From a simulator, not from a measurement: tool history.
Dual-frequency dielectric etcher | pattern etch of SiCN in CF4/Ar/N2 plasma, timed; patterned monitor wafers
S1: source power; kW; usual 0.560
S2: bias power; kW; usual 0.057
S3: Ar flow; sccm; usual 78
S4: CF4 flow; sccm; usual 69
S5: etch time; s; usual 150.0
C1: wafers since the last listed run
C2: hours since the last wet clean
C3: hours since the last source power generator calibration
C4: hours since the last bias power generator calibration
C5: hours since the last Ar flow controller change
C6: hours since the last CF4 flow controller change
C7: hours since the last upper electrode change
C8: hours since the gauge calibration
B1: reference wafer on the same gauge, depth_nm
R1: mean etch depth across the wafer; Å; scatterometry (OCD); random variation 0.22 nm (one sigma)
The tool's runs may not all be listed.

run	hour	S1	S2	S3	S4	S5	C1	C2	C3	C4	C5	C6	C7	C8	B1	R1
1	0.0	0.560	0.057	78	80	150.0	0	142.0	2044.2	4252.9	2027.8	2260.8	5003.8	252.1	172.0	1432
2	25.3	0.560	0.057	78	80	150.0	134	167.3	2069.5	4278.2	2053.1	2286.1	5029.1	277.4	171.9	1427
3	44.2	0.560	0.057	78	80	150.0	100	186.2	2088.4	4297.1	2072.0	2305.0	5048.0	296.3	172.0	1427
4	120.1	0.560	0.057	78	69	133.0	402	262.1	2164.3	4373.0	2147.9	2380.9	5123.9	372.2	172.0	1234
5	143.9	0.560	0.064	78	69	150.0	126	285.9	2188.1	4396.8	2171.7	2404.7	5147.7	396.0	172.0	1436
# hour 192.4: Ar flow controller replaced
# hour 223.4: upper electrode replaced
6	223.9	0.560	0.064	78	69	150.0	264	365.9	2268.1	4476.8	31.5	2484.7	0.5	476.0	172.2	1426
7	229.0	0.560	0.064	78	69	150.0	27	371.0	2273.2	4481.9	36.6	2489.8	5.6	481.1	172.0	1431
# hour 249.4: source power generator calibrated
# hour 261.8: wet clean of the chamber
8	262.3	0.590	0.057	78	69	150.0	89	0.5	12.9	4515.2	69.9	2523.1	38.9	514.4	172.0	1508
# hour 272.1: CF4 flow controller replaced
9	272.6	0.560	0.057	78	52	150.0	22	10.8	23.2	4525.5	80.2	0.5	49.2	524.7	172.1	1390
# hour 282.3: gauge calibrated
10	282.4	0.640	0.057	78	62	176.5	51	20.6	33.0	4535.3	90.0	10.3	59.0	0.1	171.9	1855
# hour 297.3: bias power generator calibrated
11	305.5	0.560	0.057	89	69	150.0	101	43.7	56.1	8.2	113.1	33.4	82.1	23.2	171.9	1407
12	338.8	0.690	0.068	78	79	106.0	176	77.0	89.4	41.5	146.4	66.7	115.4	56.5	172.0	1285
13	351.5	0.560	0.066	78	69	150.0	67	89.7	102.1	54.2	159.1	79.4	128.1	69.2	172.1	1511
14	366.4	0.560	0.057	78	69	150.0	78	104.6	117.0	69.1	174.0	94.3	143.0	84.1	172.1	1443
15	392.2	0.560	0.057	72	59	150.0	136	130.4	142.8	94.9	199.8	120.1	168.8	109.9	172.0	1435
16	411.9	0.560	0.046	90	69	161.5	104	150.1	162.5	114.6	219.5	139.8	188.5	129.6	172.1	1408

Forecast each of these 5 alternatives for the next run:
A	412.4	0.560	0.057	67	69	150.0	2	150.6	163.0	115.1	220.0	140.3	189.0	130.1	?	?
B	412.4	0.450	0.057	66	69	150.0	2	150.6	163.0	115.1	220.0	140.3	189.0	130.1	?	?
C	412.4	0.560	0.057	69	69	150.0	2	150.6	163.0	115.1	220.0	140.3	189.0	130.1	?	?
D	412.4	0.430	0.057	78	85	106.0	2	150.6	163.0	115.1	220.0	140.3	189.0	130.1	?	?
E	412.4	0.560	0.057	78	69	135.0	2	150.6	163.0	115.1	220.0	140.3	189.0	130.1	?	?

run	B1	R1
A	172.2	1489
B	172.2	1273
C	172.2	1479
D	172.2	864
E	172.2	1297
Without the tool's hidden state the same runs would have given:
run	R1
A	1493
B	1277
C	1484
D	867
E	1301
